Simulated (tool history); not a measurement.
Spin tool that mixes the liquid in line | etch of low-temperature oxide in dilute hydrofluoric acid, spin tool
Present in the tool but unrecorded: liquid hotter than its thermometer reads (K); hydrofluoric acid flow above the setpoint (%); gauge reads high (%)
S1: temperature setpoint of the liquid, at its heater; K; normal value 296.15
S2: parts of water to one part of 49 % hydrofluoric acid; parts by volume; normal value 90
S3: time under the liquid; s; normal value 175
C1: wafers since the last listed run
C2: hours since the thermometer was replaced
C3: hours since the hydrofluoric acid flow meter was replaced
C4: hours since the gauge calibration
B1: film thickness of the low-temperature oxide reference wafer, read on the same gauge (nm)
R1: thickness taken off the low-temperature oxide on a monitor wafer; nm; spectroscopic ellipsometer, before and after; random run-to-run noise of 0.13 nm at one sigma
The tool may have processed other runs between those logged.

| run | hour | S1 | S2 | S3 | C1 | C2 | C3 | C4 | B1 | R1 |
|---|---|---|---|---|---|---|---|---|---|---|
| 1 | 0.0 | 292.15 | 90 | 175 | 0 | 1582.8 | 1814.2 | 96.6 | 89.98 | 34.58 |
| 2 | 20.4 | 296.15 | 90 | 175 | 123 | 1603.2 | 1834.6 | 117.0 | 90.00 | 40.64 |
| 3 | 47.5 | 296.15 | 115 | 130 | 164 | 1630.3 | 1861.7 | 144.1 | 90.01 | 23.21 |
| 4 | 76.7 | 296.15 | 90 | 175 | 176 | 1659.5 | 1890.9 | 173.3 | 90.00 | 40.68 |
| 5 | 101.9 | 296.15 | 90 | 175 | 152 | 1684.7 | 1916.1 | 198.5 | 90.00 | 40.77 |
| 6 | 123.6 | 296.15 | 90 | 175 | 131 | 1706.4 | 1937.8 | 220.2 | 89.99 | 40.92 |
| 7 | 137.0 | 296.15 | 90 | 175 | 81 | 1719.8 | 1951.2 | 233.6 | 90.01 | 40.94 |
| 8 | 157.3 | 296.15 | 90 | 175 | 123 | 1740.1 | 1971.5 | 253.9 | 90.01 | 41.17 |
|  | 170.8 | hydrofluoric acid flow meter replaced |
| 9 | 189.9 | 296.15 | 90 | 175 | 191 | 1772.7 | 19.1 | 286.5 | 90.00 | 37.34 |
| 10 | 210.0 | 296.15 | 65 | 85 | 121 | 1792.8 | 39.2 | 306.6 | 90.00 | 25.72 |
|  | 222.5 | thermometer replaced |
| 11 | 233.8 | 296.15 | 90 | 175 | 138 | 11.3 | 63.0 | 330.4 | 89.99 | 34.92 |
| 12 | 259.7 | 292.65 | 55 | 75 | 156 | 37.2 | 88.9 | 356.3 | 90.01 | 22.24 |
| 13 | 305.6 | 293.15 | 70 | 70 | 278 | 83.1 | 134.8 | 402.2 | 90.00 | 16.44 |
|  | 309.7 | gauge calibrated |
| 14 | 335.5 | 300.65 | 60 | 225 | 181 | 113.0 | 164.7 | 25.8 | 90.00 | 85.06 |
| 15 | 360.9 | 293.65 | 130 | 150 | 153 | 138.4 | 190.1 | 51.2 | 90.01 | 18.07 |
| 16 | 390.9 | 296.15 | 100 | 175 | 181 | 168.4 | 220.1 | 81.2 | 89.99 | 31.64 |
| 17 | 410.8 | 296.15 | 90 | 255 | 120 | 188.3 | 240.0 | 101.1 | 90.00 | 51.72 |
| 18 | 424.6 | 292.65 | 70 | 100 | 83 | 202.1 | 253.8 | 114.9 | 90.00 | 23.13 |

What was the tool's hidden state at every run in the log?
gauge reads high (%): 0 at every run
H1: liquid hotter than its thermometer reads (K)
H2: hydrofluoric acid flow above the setpoint (%)
| run | H1 | H2 |
|---|---|---|
| 1 | 1.78 | 9.91 |
| 2 | 1.8 | 10 |
| 3 | 1.83 | 10.2 |
| 4 | 1.86 | 10.3 |
| 5 | 1.89 | 10.4 |
| 6 | 1.91 | 10.6 |
| 7 | 1.93 | 10.6 |
| 8 | 1.95 | 10.7 |
| 9 | 1.98 | 1.04 |
| 10 | 2 | 1.15 |
| 11 | 0.364 | 1.27 |
| 12 | 0.392 | 1.41 |
| 13 | 0.442 | 1.65 |
| 14 | 0.474 | 1.8 |
| 15 | 0.501 | 1.94 |
| 16 | 0.533 | 2.09 |
| 17 | 0.555 | 2.2 |
| 18 | 0.569 | 2.27 |
